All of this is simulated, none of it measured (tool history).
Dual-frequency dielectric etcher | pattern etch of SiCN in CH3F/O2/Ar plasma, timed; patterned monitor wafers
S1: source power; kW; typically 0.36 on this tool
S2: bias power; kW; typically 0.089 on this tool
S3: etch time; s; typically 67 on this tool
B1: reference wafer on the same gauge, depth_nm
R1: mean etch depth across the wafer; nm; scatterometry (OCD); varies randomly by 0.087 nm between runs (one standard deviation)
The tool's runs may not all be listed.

run,hour,S1,S2,S3,B1,R1
1,0,0.39,0.089,67,20.19,24.2
2,85,0.39,0.089,67,20.2,24.01
# hour 156.6: wet clean of the chamber
3,157.1,0.39,0.089,67,20.17,24.18
4,448.9,0.36,0.089,67,20.18,23.19
5,489.5,0.36,0.089,67,20.15,23.5
6,590.2,0.36,0.089,67,20.22,23.48
7,681.3,0.36,0.089,67,20.22,23.33
# hour 726.8: wet clean of the chamber
8,768.7,0.36,0.089,67,20.18,23.42
# hour 795.4: gauge calibrated
9,862.7,0.36,0.089,80,20.19,27.71
10,970.5,0.36,0.089,80,20.23,27.92
11,1037.9,0.36,0.089,80,20.22,28.04
# hour 1111.8: source power generator calibrated
12,1112.3,0.38,0.089,67,20.18,23.59
13,1153.1,0.38,0.089,67,20.2,23.57
# hour 1191.5: bias power generator calibrated
14,1244.3,0.36,0.078,61.5,20.2,20.08
# hour 1282: wet clean of the chamber
15,1328.7,0.36,0.107,78.5,20.18,28.92
16,1376.4,0.36,0.099,56,20.19,19.95
17,1662.4,0.36,0.089,67,20.17,22.97
# hour 1698.7: upper electrode replaced
18,1766.3,0.36,0.089,80,20.19,27.42
# hour 1801.5: wet clean of the chamber
19,1842.5,0.4,0.11,85,20.22,33.22
20,1916.3,0.36,0.089,54,20.19,18.51
21,2002.1,0.36,0.104,84,20.2,30.73
22,2048.1,0.45,0.106,77,20.19,31.35
23,2155,0.3,0.08,62,20.2,18.76
24,2254.3,0.27,0.089,67,20.21,20.18
25,2293.5,0.36,0.104,67,20.22,24.53
# hour 2361.5: wet clean of the chamber
26,2386.8,0.36,0.089,67,20.15,23.1
27,2479.8,0.36,0.089,51,20.19,17.56
28,2569.3,0.29,0.079,76.5,20.21,22.93
29,2663.8,0.36,0.096,53,20.24,18.83

Here are 5 independent what-if runs from the current tool condition. What would each one return?
A,2664.2,0.36,0.111,67,?,?
B,2664.2,0.29,0.079,55,?,?
C,2664.2,0.31,0.089,54.5,?,?
D,2664.2,0.32,0.073,52,?,?
E,2664.2,0.36,0.11,67,?,?

run,B1,R1
A,20.23,25.28
B,20.23,16.48
C,20.23,17.63
D,20.23,15.82
E,20.23,25.19
The same runs, with their run-to-run variation unchanged, on a tool lacking any hidden condition would have given:
run,R1
A,25.07
B,16.34
C,17.49
D,15.69
E,24.98
